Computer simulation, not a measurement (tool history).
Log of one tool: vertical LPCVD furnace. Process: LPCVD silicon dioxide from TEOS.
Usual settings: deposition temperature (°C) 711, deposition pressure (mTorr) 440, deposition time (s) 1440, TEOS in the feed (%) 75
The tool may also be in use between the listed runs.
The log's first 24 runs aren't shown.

run   hour  deposition temperature (°C)  deposition pressure (mTorr)  deposition time (s)  TEOS in the feed (%)  wafers since the last listed run  hours since the last temperature calibration  hours since the pressure gauge was zeroed  hours since the TEOS flow controller was replaced  hours since the gauge calibration  read-back reference wafer on the same gauge, thickness  film thickness on the monitor wafer in the middle of the boat (nm)
 25  335.8                          711                          440                 1440                    75                               412                                         150.9                                      361.1                                               57.1                              256.2                                                  298.16                                                              269.07
 26  350.2                          711                          475                 1440                    65                               148                                         165.3                                      375.5                                               71.5                              270.6                                                  298.13                                                              261.55
 27  358.7                          699                          440                 1860                    80                                87                                         173.8                                      384.0                                               80.0                              279.1                                                  297.93                                                              273.15
 28  366.9                          711                          440                 1110                    75                                84                                         182.0                                      392.2                                               88.2                              287.3                                                  298.08                                                              207.95
 29  379.5                          711                          365                 1020                    75                               129                                         194.6                                      404.8                                              100.8                              299.9                                                  298.06                                                              174.39
 30  388.1                          711                          385                 1440                    75                                88                                         203.2                                      413.4                                              109.4                              308.5                                                  298.09                                                              253.03
 31  437.3                          711                          440                 1680                    83                               506                                         252.4                                      462.6                                              158.6                              357.7                                                  297.89                                                              330.53
 32  448.6                          722                          470                 1620                    80                               116                                         263.7                                      473.9                                              169.9                              369.0                                                  297.78                                                              415.13

Forecast each of these 3 alternatives for the next run:
  A  452.6                          711                          440                 1440                    75                                41                                         267.7                                      477.9                                              173.9                              373.0                                                       ?                                                                   ?
  B  452.6                          711                          440                  900                    80                                41                                         267.7                                      477.9                                              173.9                              373.0                                                       ?                                                                   ?
  C  452.6                          711                          380                 1440                    75                                41                                         267.7                                      477.9                                              173.9                              373.0                                                       ?                                                                   ?

run  read-back reference wafer on the same gauge, thickness  film thickness on the monitor wafer in the middle of the boat (nm)
  A                                                  297.92                                                              270.89
  B                                                  297.92                                                              174.86
  C                                                  297.92                                                              251.74
Without the tool's hidden state the same runs would have given:
run  film thickness on the monitor wafer in the middle of the boat (nm)
  A                                                              269.73
  B                                                              174.11
  C                                                              250.67
